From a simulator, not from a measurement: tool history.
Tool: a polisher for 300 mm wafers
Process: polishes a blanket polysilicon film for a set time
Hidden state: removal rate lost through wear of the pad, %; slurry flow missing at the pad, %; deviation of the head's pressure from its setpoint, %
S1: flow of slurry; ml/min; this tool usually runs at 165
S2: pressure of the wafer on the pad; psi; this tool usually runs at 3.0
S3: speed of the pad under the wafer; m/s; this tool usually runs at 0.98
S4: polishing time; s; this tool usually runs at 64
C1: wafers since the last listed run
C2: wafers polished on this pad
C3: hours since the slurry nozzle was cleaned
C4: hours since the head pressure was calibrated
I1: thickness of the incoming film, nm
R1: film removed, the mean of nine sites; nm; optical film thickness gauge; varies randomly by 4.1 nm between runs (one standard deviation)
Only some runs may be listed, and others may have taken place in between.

{"run": 1, "day": 0.0, "S1": 165, "S2": 3.0, "S3": 0.78, "S4": 69, "C1": 0, "C2": 503, "C3": 285.1, "C4": 959.4, "I1": 1548.8, "R1": 409.9}
{"day": 0.371, "done": "head pressure recalibrated"}
{"run": 2, "day": 2.408, "S1": 165, "S2": 3.0, "S3": 0.98, "S4": 64, "C1": 437, "C2": 940, "C3": 342.9, "C4": 48.9, "I1": 1537.2, "R1": 466.9}
{"day": 8.192, "done": "worn pad replaced by a new one"}
{"run": 3, "day": 11.292, "S1": 165, "S2": 3.0, "S3": 0.98, "S4": 64, "C1": 1638, "C2": 583, "C3": 556.1, "C4": 262.1, "I1": 1570.4, "R1": 436.3}
{"day": 11.829, "done": "slurry nozzle cleaned"}
{"run": 4, "day": 13.958, "S1": 165, "S2": 3.0, "S3": 0.98, "S4": 73, "C1": 493, "C2": 1076, "C3": 51.1, "C4": 326.1, "I1": 1580.0, "R1": 526.4}
{"run": 5, "day": 16.804, "S1": 165, "S2": 3.0, "S3": 0.98, "S4": 73, "C1": 535, "C2": 1611, "C3": 119.4, "C4": 394.4, "I1": 1541.3, "R1": 527.3}
{"run": 6, "day": 18.938, "S1": 165, "S2": 3.0, "S3": 0.78, "S4": 64, "C1": 401, "C2": 2012, "C3": 170.6, "C4": 445.6, "I1": 1543.4, "R1": 392.5}
{"day": 19.325, "done": "worn pad replaced by a new one"}
{"run": 7, "day": 21.15, "S1": 165, "S2": 3.0, "S3": 0.78, "S4": 64, "C1": 384, "C2": 343, "C3": 223.7, "C4": 498.7, "I1": 1562.1, "R1": 385.7}
{"run": 8, "day": 22.283, "S1": 165, "S2": 3.0, "S3": 0.98, "S4": 69, "C1": 213, "C2": 556, "C3": 250.9, "C4": 525.9, "I1": 1542.8, "R1": 479.4}
{"run": 9, "day": 23.517, "S1": 165, "S2": 3.0, "S3": 0.98, "S4": 69, "C1": 231, "C2": 788, "C3": 280.5, "C4": 555.5, "I1": 1536.3, "R1": 484.7}
{"run": 10, "day": 26.062, "S1": 165, "S2": 3.0, "S3": 0.98, "S4": 69, "C1": 478, "C2": 1266, "C3": 341.6, "C4": 616.6, "I1": 1554.9, "R1": 468.7}
{"run": 11, "day": 28.7, "S1": 165, "S2": 3.0, "S3": 0.98, "S4": 64, "C1": 495, "C2": 1762, "C3": 404.9, "C4": 679.9, "I1": 1552.4, "R1": 430.2}
{"day": 29.483, "done": "worn pad replaced by a new one"}
{"run": 12, "day": 31.038, "S1": 165, "S2": 3.0, "S3": 0.98, "S4": 64, "C1": 408, "C2": 292, "C3": 461.0, "C4": 736.0, "I1": 1530.6, "R1": 426.9}
{"run": 13, "day": 32.3, "S1": 165, "S2": 3.0, "S3": 0.98, "S4": 74, "C1": 237, "C2": 529, "C3": 491.3, "C4": 766.3, "I1": 1542.9, "R1": 490.0}
{"day": 33.279, "done": "slurry nozzle cleaned"}
{"day": 33.558, "done": "head pressure recalibrated"}
{"run": 14, "day": 34.958, "S1": 200, "S2": 3.0, "S3": 0.98, "S4": 64, "C1": 476, "C2": 1005, "C3": 40.3, "C4": 33.6, "I1": 1549.6, "R1": 498.3}
{"run": 15, "day": 37.104, "S1": 165, "S2": 3.0, "S3": 0.78, "S4": 64, "C1": 403, "C2": 1409, "C3": 91.8, "C4": 85.1, "I1": 1552.7, "R1": 416.4}
{"run": 16, "day": 39.754, "S1": 165, "S2": 3.0, "S3": 0.98, "S4": 46, "C1": 498, "C2": 1907, "C3": 155.4, "C4": 148.7, "I1": 1557.9, "R1": 336.4}
{"day": 40.183, "done": "worn pad replaced by a new one"}
{"run": 17, "day": 40.925, "S1": 165, "S2": 3.9, "S3": 0.98, "S4": 78, "C1": 188, "C2": 139, "C3": 183.5, "C4": 176.8, "I1": 1547.9, "R1": 716.6}
{"run": 18, "day": 42.479, "S1": 165, "S2": 3.0, "S3": 0.98, "S4": 64, "C1": 292, "C2": 431, "C3": 220.8, "C4": 214.1, "I1": 1551.0, "R1": 455.3}
{"run": 19, "day": 44.717, "S1": 125, "S2": 3.0, "S3": 0.86, "S4": 64, "C1": 420, "C2": 852, "C3": 274.5, "C4": 267.8, "I1": 1545.7, "R1": 388.0}
{"run": 20, "day": 47.212, "S1": 165, "S2": 3.0, "S3": 0.98, "S4": 69, "C1": 469, "C2": 1321, "C3": 334.4, "C4": 327.7, "I1": 1559.5, "R1": 472.0}
{"run": 21, "day": 49.329, "S1": 165, "S2": 3.4, "S3": 0.98, "S4": 64, "C1": 397, "C2": 1719, "C3": 385.2, "C4": 378.5, "I1": 1551.5, "R1": 494.2}
{"run": 22, "day": 51.021, "S1": 165, "S2": 3.8, "S3": 0.74, "S4": 64, "C1": 318, "C2": 2037, "C3": 425.8, "C4": 419.1, "I1": 1578.4, "R1": 464.1}
{"day": 51.775, "done": "worn pad replaced by a new one"}
{"run": 23, "day": 53.388, "S1": 165, "S2": 2.2, "S3": 1.24, "S4": 64, "C1": 413, "C2": 303, "C3": 482.6, "C4": 475.9, "I1": 1579.0, "R1": 362.0}
{"day": 56.262, "done": "slurry nozzle cleaned"}
{"run": 24, "day": 56.283, "S1": 165, "S2": 3.6, "S3": 1.32, "S4": 64, "C1": 536, "C2": 840, "C3": 0.5, "C4": 545.4, "I1": 1545.1, "R1": 650.0}

Forecast each of these 3 alternatives for the next run:
{"run": "A", "day": 56.3, "S1": 165, "S2": 2.6, "S3": 0.98, "S4": 64, "C1": 3, "C2": 843, "C3": 0.9, "C4": 545.8, "I1": 1540.7, "R1": "?"}
{"run": "B", "day": 56.3, "S1": 220, "S2": 3.6, "S3": 0.98, "S4": 64, "C1": 3, "C2": 843, "C3": 0.9, "C4": 545.8, "I1": 1540.7, "R1": "?"}
{"run": "C", "day": 56.3, "S1": 185, "S2": 3.0, "S3": 0.98, "S4": 74, "C1": 3, "C2": 843, "C3": 0.9, "C4": 545.8, "I1": 1540.7, "R1": "?"}

run=A R1=383.6
run=B R1=552.5
run=C R1=520.4
Had the tool no hidden state, the same runs would have come out as:
run=A R1=422.8
run=B R1=607.5
run=C R1=573.0
